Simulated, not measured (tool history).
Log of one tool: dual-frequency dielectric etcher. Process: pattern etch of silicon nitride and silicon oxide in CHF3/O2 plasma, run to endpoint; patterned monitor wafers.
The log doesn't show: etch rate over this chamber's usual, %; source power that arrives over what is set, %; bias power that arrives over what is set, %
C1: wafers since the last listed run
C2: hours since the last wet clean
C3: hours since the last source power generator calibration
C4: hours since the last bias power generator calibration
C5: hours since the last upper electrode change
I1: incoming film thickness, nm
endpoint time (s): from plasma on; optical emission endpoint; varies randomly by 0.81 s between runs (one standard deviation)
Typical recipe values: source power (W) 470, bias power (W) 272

{"run": 1, "hour": 0.0, "source power (W)": 470, "bias power (W)": 272, "C1": 0, "C2": 302.6, "C3": 4214.9, "C4": 4864.7, "C5": 1813.3, "I1": 198.9, "endpoint time (s)": 146.4}
{"run": 2, "hour": 31.8, "source power (W)": 470, "bias power (W)": 272, "C1": 171, "C2": 334.4, "C3": 4246.7, "C4": 4896.5, "C5": 1845.1, "I1": 199.2, "endpoint time (s)": 147}
{"run": 3, "hour": 54.4, "source power (W)": 470, "bias power (W)": 272, "C1": 121, "C2": 357, "C3": 4269.3, "C4": 4919.1, "C5": 1867.7, "I1": 198, "endpoint time (s)": 147.2}
{"run": 4, "hour": 156.0, "source power (W)": 550, "bias power (W)": 272, "C1": 547, "C2": 458.6, "C3": 4370.9, "C4": 5020.7, "C5": 1969.3, "I1": 197.9, "endpoint time (s)": 139.5}
{"run": 5, "hour": 194.4, "source power (W)": 470, "bias power (W)": 315, "C1": 207, "C2": 497, "C3": 4409.3, "C4": 5059.1, "C5": 2007.7, "I1": 199.2, "endpoint time (s)": 144}
{"hour": 227.1, "done": "source power generator calibrated"}
{"hour": 238.9, "done": "bias power generator calibrated"}
{"hour": 241.6, "done": "upper electrode replaced"}
{"run": 6, "hour": 242.1, "source power (W)": 470, "bias power (W)": 272, "C1": 199, "C2": 544.7, "C3": 15, "C4": 3.2, "C5": 0.5, "I1": 198, "endpoint time (s)": 150.1}
{"run": 7, "hour": 242.5, "source power (W)": 470, "bias power (W)": 272, "C1": 2, "C2": 545.1, "C3": 15.4, "C4": 3.6, "C5": 0.9, "I1": 199.9, "endpoint time (s)": 149.5}
{"run": 8, "hour": 268.5, "source power (W)": 470, "bias power (W)": 272, "C1": 140, "C2": 571.1, "C3": 41.4, "C4": 29.6, "C5": 26.9, "I1": 199, "endpoint time (s)": 149.8}
{"run": 9, "hour": 289.6, "source power (W)": 470, "bias power (W)": 272, "C1": 113, "C2": 592.2, "C3": 62.5, "C4": 50.7, "C5": 48, "I1": 198.3, "endpoint time (s)": 148.1}
{"run": 10, "hour": 324.0, "source power (W)": 410, "bias power (W)": 330, "C1": 185, "C2": 626.6, "C3": 96.9, "C4": 85.1, "C5": 82.4, "I1": 197, "endpoint time (s)": 148.4}
{"hour": 412.6, "done": "wet clean of the chamber"}
{"run": 11, "hour": 416.5, "source power (W)": 550, "bias power (W)": 239, "C1": 369, "C2": 3.9, "C3": 189.4, "C4": 177.6, "C5": 174.9, "I1": 201.4, "endpoint time (s)": 141.1}
{"run": 12, "hour": 440.3, "source power (W)": 440, "bias power (W)": 301, "C1": 128, "C2": 27.7, "C3": 213.2, "C4": 201.4, "C5": 198.7, "I1": 198.4, "endpoint time (s)": 141.6}
{"run": 13, "hour": 467.0, "source power (W)": 350, "bias power (W)": 226, "C1": 143, "C2": 54.4, "C3": 239.9, "C4": 228.1, "C5": 225.4, "I1": 201.2, "endpoint time (s)": 171.8}
{"run": 14, "hour": 489.5, "source power (W)": 470, "bias power (W)": 272, "C1": 121, "C2": 76.9, "C3": 262.4, "C4": 250.6, "C5": 247.9, "I1": 199.7, "endpoint time (s)": 145.2}
{"run": 15, "hour": 513.6, "source power (W)": 370, "bias power (W)": 228, "C1": 129, "C2": 101, "C3": 286.5, "C4": 274.7, "C5": 272, "I1": 198.3, "endpoint time (s)": 166.1}
{"run": 16, "hour": 535.1, "source power (W)": 430, "bias power (W)": 335, "C1": 115, "C2": 122.5, "C3": 308, "C4": 296.2, "C5": 293.5, "I1": 197.3, "endpoint time (s)": 139.2}
{"run": 17, "hour": 552.0, "source power (W)": 510, "bias power (W)": 205, "C1": 91, "C2": 139.4, "C3": 324.9, "C4": 313.1, "C5": 310.4, "I1": 199, "endpoint time (s)": 153}
{"run": 18, "hour": 581.0, "source power (W)": 550, "bias power (W)": 340, "C1": 156, "C2": 168.4, "C3": 353.9, "C4": 342.1, "C5": 339.4, "I1": 199.4, "endpoint time (s)": 128.2}
{"run": 19, "hour": 610.5, "source power (W)": 470, "bias power (W)": 272, "C1": 159, "C2": 197.9, "C3": 383.4, "C4": 371.6, "C5": 368.9, "I1": 197.6, "endpoint time (s)": 144.4}

Alternative continuations, all from the tool just after run 19; predict every row:
{"run": "A", "hour": 611.0, "source power (W)": 470, "bias power (W)": 272, "C1": 2, "C2": 198.4, "C3": 383.9, "C4": 372.1, "C5": 369.4, "I1": 197.8, "endpoint time (s)": "?"}
{"run": "B", "hour": 611.0, "source power (W)": 380, "bias power (W)": 314, "C1": 2, "C2": 198.4, "C3": 383.9, "C4": 372.1, "C5": 369.4, "I1": 197.8, "endpoint time (s)": "?"}
{"run": "C", "hour": 611.0, "source power (W)": 390, "bias power (W)": 214, "C1": 2, "C2": 198.4, "C3": 383.9, "C4": 372.1, "C5": 369.4, "I1": 197.8, "endpoint time (s)": "?"}
{"run": "D", "hour": 611.0, "source power (W)": 380, "bias power (W)": 214, "C1": 2, "C2": 198.4, "C3": 383.9, "C4": 372.1, "C5": 369.4, "I1": 197.8, "endpoint time (s)": "?"}
{"run": "E", "hour": 611.0, "source power (W)": 390, "bias power (W)": 213, "C1": 2, "C2": 198.4, "C3": 383.9, "C4": 372.1, "C5": 369.4, "I1": 197.8, "endpoint time (s)": "?"}

run=A endpoint_time_(s)=146.1
run=B endpoint_time_(s)=151.8
run=C endpoint_time_(s)=167.7
run=D endpoint_time_(s)=169.4
run=E endpoint_time_(s)=168
Without the tool's hidden state the same runs would have given:
run=A endpoint_time_(s)=142.5
run=B endpoint_time_(s)=148.1
run=C endpoint_time_(s)=163.6
run=D endpoint_time_(s)=165.3
run=E endpoint_time_(s)=163.8
